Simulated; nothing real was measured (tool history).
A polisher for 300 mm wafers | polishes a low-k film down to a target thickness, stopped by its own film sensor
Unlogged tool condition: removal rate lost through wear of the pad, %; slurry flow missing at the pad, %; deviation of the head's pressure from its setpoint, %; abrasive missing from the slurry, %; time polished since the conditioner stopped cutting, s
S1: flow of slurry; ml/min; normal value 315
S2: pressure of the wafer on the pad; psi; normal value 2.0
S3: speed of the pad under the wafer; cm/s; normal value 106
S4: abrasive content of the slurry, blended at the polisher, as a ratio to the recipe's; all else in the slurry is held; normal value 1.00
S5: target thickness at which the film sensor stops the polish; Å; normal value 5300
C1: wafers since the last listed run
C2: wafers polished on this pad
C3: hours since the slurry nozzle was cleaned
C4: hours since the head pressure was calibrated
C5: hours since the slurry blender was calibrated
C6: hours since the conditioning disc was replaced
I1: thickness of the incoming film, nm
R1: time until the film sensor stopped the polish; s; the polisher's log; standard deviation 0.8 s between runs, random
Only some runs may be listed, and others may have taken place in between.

run,hour,S1,S2,S3,S4,S5,C1,C2,C3,C4,C5,C6,I1,R1
1,0.0,235,2.0,106,0.75,5300,0,875,368.6,130.3,204.6,336.4,551.0,54.1
# hour 20.7: conditioning disc replaced and pad reconditioned
2,47.9,235,2.0,106,0.75,5300,547,1422,416.5,178.2,252.5,27.2,559.1,74.3
3,84.0,315,2.0,106,1.00,5300,430,1852,452.6,214.3,288.6,63.3,553.0,44.8
# hour 137.8: slurry blender recalibrated
4,154.8,315,2.0,106,1.00,5300,820,2672,523.4,285.1,17.0,134.1,561.3,61.3
5,219.5,315,2.0,106,1.00,5300,771,3444,588.1,349.8,81.7,198.8,548.4,36.5
# hour 239.9: worn pad replaced by a new one
6,244.1,315,2.0,106,1.20,5300,245,50,612.7,374.4,106.3,223.4,568.6,66.7
7,288.6,315,2.0,106,1.00,5300,530,580,657.2,418.9,150.8,267.9,565.2,70.2
# hour 329.5: slurry nozzle cleaned
8,332.6,315,2.0,106,1.00,5300,512,1093,3.1,462.9,194.8,311.9,558.1,55.2
# hour 353.2: conditioning disc replaced and pad reconditioned
9,364.2,315,2.0,106,1.00,5300,352,1446,34.7,494.5,226.4,11.0,556.0,50.9
# hour 372.8: head pressure recalibrated
10,402.1,245,2.0,106,1.00,5210,427,1874,72.6,29.3,264.3,48.9,560.9,80.1
# hour 405.1: slurry blender recalibrated
11,440.5,315,2.0,122,0.90,5300,433,2308,111.0,67.7,35.4,87.3,563.6,67.6
12,467.6,315,2.0,136,1.25,5340,323,2631,138.1,94.8,62.5,114.4,555.2,31.6
# hour 584.8: worn pad replaced by a new one
13,604.5,315,1.7,128,1.20,5300,1584,235,275.0,231.7,199.4,251.3,571.4,73.2
14,640.1,315,2.6,106,1.00,5330,424,659,310.6,267.3,235.0,286.9,563.4,48.5
15,691.1,315,1.8,70,1.00,5300,607,1267,361.6,318.3,286.0,337.9,559.9,81.8
# hour 703.1: conditioning disc replaced and pad reconditioned
# hour 721.8: slurry blender recalibrated
16,738.3,315,2.4,106,1.00,5300,514,1782,408.8,365.5,16.5,35.2,558.1,47.6
17,804.6,420,2.0,140,0.80,5300,790,2572,475.1,431.8,82.8,101.5,571.8,80.7
# hour 829.3: head pressure recalibrated
# hour 858.9: worn pad replaced by a new one
18,859.4,315,2.0,106,1.00,5380,581,6,529.9,30.1,137.6,156.3,564.6,51.8
19,1008.8,315,2.0,106,1.00,5300,1780,1787,679.3,179.5,287.0,305.7,563.2,65.7
# hour 1012.6: slurry blender recalibrated
# hour 1018.1: conditioning disc replaced and pad reconditioned
20,1061.2,420,2.0,140,0.80,5300,576,2363,731.7,231.9,48.6,43.1,568.2,73.6
21,1085.8,230,2.3,126,1.30,5300,293,2657,756.3,256.5,73.2,67.7,567.2,51.5
# hour 1124.8: worn pad replaced by a new one
22,1153.9,315,2.0,106,1.00,5300,764,347,824.4,324.6,141.3,135.8,556.5,52.1
23,1179.1,315,2.0,106,1.00,5230,300,647,849.6,349.8,166.5,161.0,558.7,70.2
# hour 1219.7: slurry nozzle cleaned
24,1235.7,210,2.0,122,1.25,5270,662,1310,16.0,406.4,223.1,217.6,563.7,61.2

Forecast each of these 5 alternatives for the next run:
A,1236.1,315,2.0,106,1.00,5300,4,1315,16.4,406.8,223.5,218.0,565.7,?
B,1236.1,315,1.5,106,1.00,5300,4,1315,16.4,406.8,223.5,218.0,565.7,?
C,1236.1,315,2.0,106,1.25,5230,4,1315,16.4,406.8,223.5,218.0,565.7,?
D,1236.1,315,1.6,128,1.00,5300,4,1315,16.4,406.8,223.5,218.0,565.7,?
E,1236.1,315,2.0,132,1.15,5300,4,1315,16.4,406.8,223.5,218.0,565.7,?

run,R1
A,69.7
B,87.7
C,73.4
D,74.6
E,56.2
What these runs would have given with no unlogged condition in the tool:
run,R1
A,69.7
B,87.7
C,73.4
D,74.6
E,56.2

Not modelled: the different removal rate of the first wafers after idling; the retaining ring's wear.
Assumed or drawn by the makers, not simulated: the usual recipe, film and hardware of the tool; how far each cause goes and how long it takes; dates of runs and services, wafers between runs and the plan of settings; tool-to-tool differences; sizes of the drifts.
